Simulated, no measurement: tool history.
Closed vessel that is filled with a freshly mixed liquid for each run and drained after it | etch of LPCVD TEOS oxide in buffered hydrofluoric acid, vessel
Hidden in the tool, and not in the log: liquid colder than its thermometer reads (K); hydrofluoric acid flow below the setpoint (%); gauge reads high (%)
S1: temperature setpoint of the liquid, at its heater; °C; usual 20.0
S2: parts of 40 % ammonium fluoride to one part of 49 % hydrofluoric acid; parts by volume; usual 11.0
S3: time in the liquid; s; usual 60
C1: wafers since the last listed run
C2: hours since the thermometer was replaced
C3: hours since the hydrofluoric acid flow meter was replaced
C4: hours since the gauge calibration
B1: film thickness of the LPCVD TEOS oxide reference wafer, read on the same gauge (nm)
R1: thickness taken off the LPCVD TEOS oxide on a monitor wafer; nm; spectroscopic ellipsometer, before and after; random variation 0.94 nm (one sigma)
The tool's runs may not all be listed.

run	hour	S1	S2	S3	C1	C2	C3	C4	B1	R1
1	0.0	20.0	11.0	60	0	808.2	895.9	519.8	140.01	143.84
2	22.9	20.0	11.0	60	1441	831.1	918.8	542.7	140.01	146.61
3	35.7	17.0	11.0	60	805	843.9	931.6	555.5	139.97	122.37
4	58.5	17.0	11.0	60	1435	866.7	954.4	578.3	140.00	121.14
5	76.5	17.0	11.0	60	1133	884.7	972.4	596.3	140.01	121.05
6	99.2	20.0	11.0	45	1429	907.4	995.1	619.0	140.03	108.47
7	130.1	20.0	7.5	60	1945	938.3	1026.0	649.9	140.02	203.35
8	223.2	20.0	7.5	60	5862	1031.4	1119.1	743.0	139.99	203.11
9	257.2	20.0	11.0	60	2140	1065.4	1153.1	777.0	140.03	142.40
10	271.1	20.0	11.0	75	875	1079.3	1167.0	790.9	139.99	177.26
11	285.9	20.0	11.0	75	931	1094.1	1181.8	805.7	140.00	177.67
12	314.6	20.0	11.0	75	1807	1122.8	1210.5	834.4	140.00	176.91
13	344.4	20.0	11.0	60	1876	1152.6	1240.3	864.2	140.02	140.92
# hour 370.5: gauge calibrated
14	372.8	20.0	11.0	60	1788	1181.0	1268.7	2.3	140.02	139.61
15	406.9	20.0	11.0	60	2147	1215.1	1302.8	36.4	140.00	141.23
# hour 427.1: hydrofluoric acid flow meter replaced
16	440.6	24.5	11.0	80	2059	1248.8	13.5	70.1	140.00	260.50
# hour 454.4: thermometer replaced
17	466.8	18.5	15.5	60	1586	12.4	39.7	96.3	139.98	99.66
18	489.5	23.5	9.0	60	1429	35.1	62.4	119.0	140.00	216.50
19	568.1	20.0	11.0	60	4949	113.7	141.0	197.6	140.01	152.57
20	602.9	17.0	9.0	35	2191	148.5	175.8	232.4	139.97	88.48
21	617.8	17.0	9.0	85	938	163.4	190.7	247.3	140.02	213.91
22	638.5	18.5	11.0	60	1303	184.1	211.4	268.0	140.01	137.90
23	667.3	20.0	8.0	60	1813	212.9	240.2	296.8	140.00	202.33
24	680.0	20.0	11.0	30	799	225.6	252.9	309.5	140.01	75.62
25	709.4	18.5	11.0	60	1851	255.0	282.3	338.9	140.00	138.68
26	726.3	20.0	11.0	60	1064	271.9	299.2	355.8	139.99	149.41
27	749.2	20.0	11.0	60	1441	294.8	322.1	378.7	139.99	148.56
28	764.3	18.5	11.0	50	950	309.9	337.2	393.8	140.01	113.50
29	783.7	20.0	7.0	60	1221	329.3	356.6	413.2	140.00	228.60
30	812.8	21.5	15.5	80	1832	358.4	385.7	442.3	140.00	155.12
31	841.6	20.0	11.0	60	1813	387.2	414.5	471.1	139.99	148.51

5 ways to go on from here, each from the tool as it stands after run 31. What would each give?
A	842.3	20.0	11.0	60	44	387.9	415.2	471.8	?	?
B	842.3	21.5	13.5	70	44	387.9	415.2	471.8	?	?
C	842.3	17.0	14.0	30	44	387.9	415.2	471.8	?	?
D	842.3	20.0	15.5	60	44	387.9	415.2	471.8	?	?
E	842.3	17.0	15.0	60	44	387.9	415.2	471.8	?	?

run	B1	R1
A	139.99	148.46
B	139.99	154.09
C	139.99	49.45
D	139.99	106.04
E	139.99	92.41
Without the tool's hidden state the same runs would have given:
run	R1
A	153.58
B	159.43
C	51.17
D	109.73
E	95.62
